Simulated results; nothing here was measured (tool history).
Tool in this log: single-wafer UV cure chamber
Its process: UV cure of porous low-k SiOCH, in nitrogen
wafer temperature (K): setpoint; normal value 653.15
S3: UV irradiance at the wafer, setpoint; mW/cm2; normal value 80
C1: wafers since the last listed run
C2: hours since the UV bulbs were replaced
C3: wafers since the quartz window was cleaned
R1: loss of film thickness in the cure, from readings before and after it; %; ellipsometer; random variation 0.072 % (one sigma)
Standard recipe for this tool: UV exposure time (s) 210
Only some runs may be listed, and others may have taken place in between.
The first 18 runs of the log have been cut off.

{"run": 19, "day": 8.492, "wafer temperature (K)": 647.15, "UV exposure time (s)": 310, "S3": 93, "C1": 66, "C2": 2653.2, "C3": 3459, "R1": 8.434}
{"run": 20, "day": 8.767, "wafer temperature (K)": 661.15, "UV exposure time (s)": 325, "S3": 93, "C1": 25, "C2": 2659.8, "C3": 3485, "R1": 8.875}
{"day": 9.129, "done": "UV bulbs replaced"}
{"day": 9.483, "done": "quartz window cleaned"}
{"run": 21, "day": 9.504, "wafer temperature (K)": 653.15, "UV exposure time (s)": 210, "S3": 100, "C1": 6, "C2": 9.0, "C3": 2, "R1": 9.48}
{"run": 22, "day": 10.092, "wafer temperature (K)": 648.15, "UV exposure time (s)": 210, "S3": 80, "C1": 54, "C2": 23.1, "C3": 56, "R1": 8.506}
{"run": 23, "day": 10.746, "wafer temperature (K)": 645.15, "UV exposure time (s)": 210, "S3": 96, "C1": 60, "C2": 38.8, "C3": 116, "R1": 9.231}
{"run": 24, "day": 11.079, "wafer temperature (K)": 633.15, "UV exposure time (s)": 85, "S3": 113, "C1": 30, "C2": 46.8, "C3": 147, "R1": 6.275}
{"run": 25, "day": 11.688, "wafer temperature (K)": 653.15, "UV exposure time (s)": 210, "S3": 80, "C1": 56, "C2": 61.4, "C3": 203, "R1": 8.638}
{"run": 26, "day": 12.2, "wafer temperature (K)": 653.15, "UV exposure time (s)": 210, "S3": 80, "C1": 47, "C2": 73.7, "C3": 250, "R1": 8.629}

What will run 27 give?
{"run": 27, "day": 12.883, "wafer temperature (K)": 646.15, "UV exposure time (s)": 155, "S3": 118, "C1": 62, "C2": 90.1, "C3": 313, "R1": "?"}

Run 27 yielded R1 8.975 %.
The same run, on a tool lacking any hidden state, would have yielded R1 9.283 %.
